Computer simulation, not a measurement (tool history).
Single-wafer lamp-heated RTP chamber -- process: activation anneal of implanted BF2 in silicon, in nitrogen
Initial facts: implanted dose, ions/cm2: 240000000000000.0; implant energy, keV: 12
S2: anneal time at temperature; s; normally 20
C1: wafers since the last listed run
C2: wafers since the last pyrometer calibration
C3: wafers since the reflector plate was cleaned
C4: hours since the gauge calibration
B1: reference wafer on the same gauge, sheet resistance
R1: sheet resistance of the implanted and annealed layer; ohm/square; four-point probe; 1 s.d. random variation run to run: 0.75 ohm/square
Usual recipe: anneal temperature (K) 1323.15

run 1 hour=0.0 | anneal_temperature_(K)=1323.15 S2=20 | C1=0 C2=2792 C3=6864 C4=386.3 | B1=392.01 | R1=477.15
run 2 hour=15.8 | anneal_temperature_(K)=1323.15 S2=20 | C1=152 C2=2944 C3=7017 C4=402.1 | B1=392.06 | R1=476.45
run 3 hour=28.6 | anneal_temperature_(K)=1323.15 S2=13 | C1=123 C2=3068 C3=7140 C4=414.9 | B1=391.70 | R1=482.86
run 4 hour=38.4 | anneal_temperature_(K)=1323.15 S2=13 | C1=94 C2=3162 C3=7235 C4=424.7 | B1=391.77 | R1=482.68
run 5 hour=48.3 | anneal_temperature_(K)=1323.15 S2=13 | C1=95 C2=3258 C3=7330 C4=434.6 | B1=391.96 | R1=482.36
run 6 hour=94.9 | anneal_temperature_(K)=1323.15 S2=11 | C1=449 C2=3707 C3=7780 C4=481.2 | B1=391.96 | R1=484.15
run 7 hour=105.0 | anneal_temperature_(K)=1323.15 S2=11 | C1=97 C2=3805 C3=7877 C4=491.3 | B1=392.19 | R1=484.13
run 8 hour=118.2 | anneal_temperature_(K)=1323.15 S2=11 | C1=127 C2=3932 C3=8005 C4=504.5 | B1=392.12 | R1=484.17
run 9 hour=131.1 | anneal_temperature_(K)=1323.15 S2=20 | C1=124 C2=4057 C3=8129 C4=517.4 | B1=391.91 | R1=476.70
run 10 hour=147.0 | anneal_temperature_(K)=1341.15 S2=29 | C1=153 C2=4210 C3=8282 C4=533.3 | B1=392.00 | R1=461.16
run 11 hour=163.8 | anneal_temperature_(K)=1341.15 S2=29 | C1=162 C2=4372 C3=8445 C4=550.1 | B1=391.94 | R1=462.08
run 12 hour=178.5 | anneal_temperature_(K)=1301.15 S2=20 | C1=141 C2=4514 C3=8586 C4=564.8 | B1=391.92 | R1=482.63
run 13 hour=188.8 | anneal_temperature_(K)=1323.15 S2=16 | C1=99 C2=4613 C3=8686 C4=575.1 | B1=391.93 | R1=481.03
run 14 hour=209.3 | anneal_temperature_(K)=1334.15 S2=16 | C1=197 C2=4811 C3=8884 C4=595.6 | B1=392.13 | R1=477.28
-- hour=232.0 gauge calibrated
-- hour=241.8 reflector plate cleaned
run 15 hour=256.5 | anneal_temperature_(K)=1309.15 S2=10 | C1=378 C2=5189 C3=141 C4=24.5 | B1=392.16 | R1=488.75
run 16 hour=271.6 | anneal_temperature_(K)=1352.15 S2=12 | C1=145 C2=5335 C3=287 C4=39.6 | B1=391.96 | R1=475.38
run 17 hour=279.6 | anneal_temperature_(K)=1345.15 S2=20 | C1=77 C2=5412 C3=364 C4=47.6 | B1=392.31 | R1=466.96
run 18 hour=286.1 | anneal_temperature_(K)=1350.15 S2=20 | C1=62 C2=5475 C3=427 C4=54.1 | B1=392.01 | R1=464.21
run 19 hour=297.4 | anneal_temperature_(K)=1323.15 S2=20 | C1=109 C2=5584 C3=536 C4=65.4 | B1=391.72 | R1=475.02
run 20 hour=306.7 | anneal_temperature_(K)=1334.15 S2=32 | C1=89 C2=5674 C3=626 C4=74.7 | B1=391.92 | R1=458.70
run 21 hour=322.6 | anneal_temperature_(K)=1341.15 S2=25 | C1=153 C2=5827 C3=779 C4=90.6 | B1=392.23 | R1=463.43
run 22 hour=336.4 | anneal_temperature_(K)=1301.15 S2=24 | C1=133 C2=5960 C3=912 C4=104.4 | B1=391.74 | R1=477.96
run 23 hour=343.9 | anneal_temperature_(K)=1346.15 S2=13 | C1=72 C2=6033 C3=985 C4=111.9 | B1=391.90 | R1=476.27
run 24 hour=354.3 | anneal_temperature_(K)=1323.15 S2=12 | C1=100 C2=6133 C3=1085 C4=122.3 | B1=392.05 | R1=482.73
run 25 hour=361.2 | anneal_temperature_(K)=1323.15 S2=30 | C1=66 C2=6199 C3=1151 C4=129.2 | B1=392.16 | R1=466.04
run 26 hour=373.8 | anneal_temperature_(K)=1343.15 S2=28 | C1=121 C2=6321 C3=1273 C4=141.8 | B1=392.12 | R1=458.11
-- hour=390.6 pyrometer window cleaned and pyrometer calibrated
run 27 hour=391.1 | anneal_temperature_(K)=1323.15 S2=20 | C1=89 C2=4 C3=1363 C4=159.1 | B1=391.89 | R1=479.37
run 28 hour=431.5 | anneal_temperature_(K)=1323.15 S2=20 | C1=389 C2=394 C3=1753 C4=199.5 | B1=391.91 | R1=477.51

Run 29 is up next; what results do you expect?
run 29 hour=468.4 | anneal_temperature_(K)=1337.15 S2=32 | C1=356 C2=750 C3=2109 C4=236.4 | B1=? | R1=?

{"run 29": {"B1": 391.95, "R1": 464.06}}
Minus the tool's unlogged condition, the same run would have read R1 465.35 ohm/square.

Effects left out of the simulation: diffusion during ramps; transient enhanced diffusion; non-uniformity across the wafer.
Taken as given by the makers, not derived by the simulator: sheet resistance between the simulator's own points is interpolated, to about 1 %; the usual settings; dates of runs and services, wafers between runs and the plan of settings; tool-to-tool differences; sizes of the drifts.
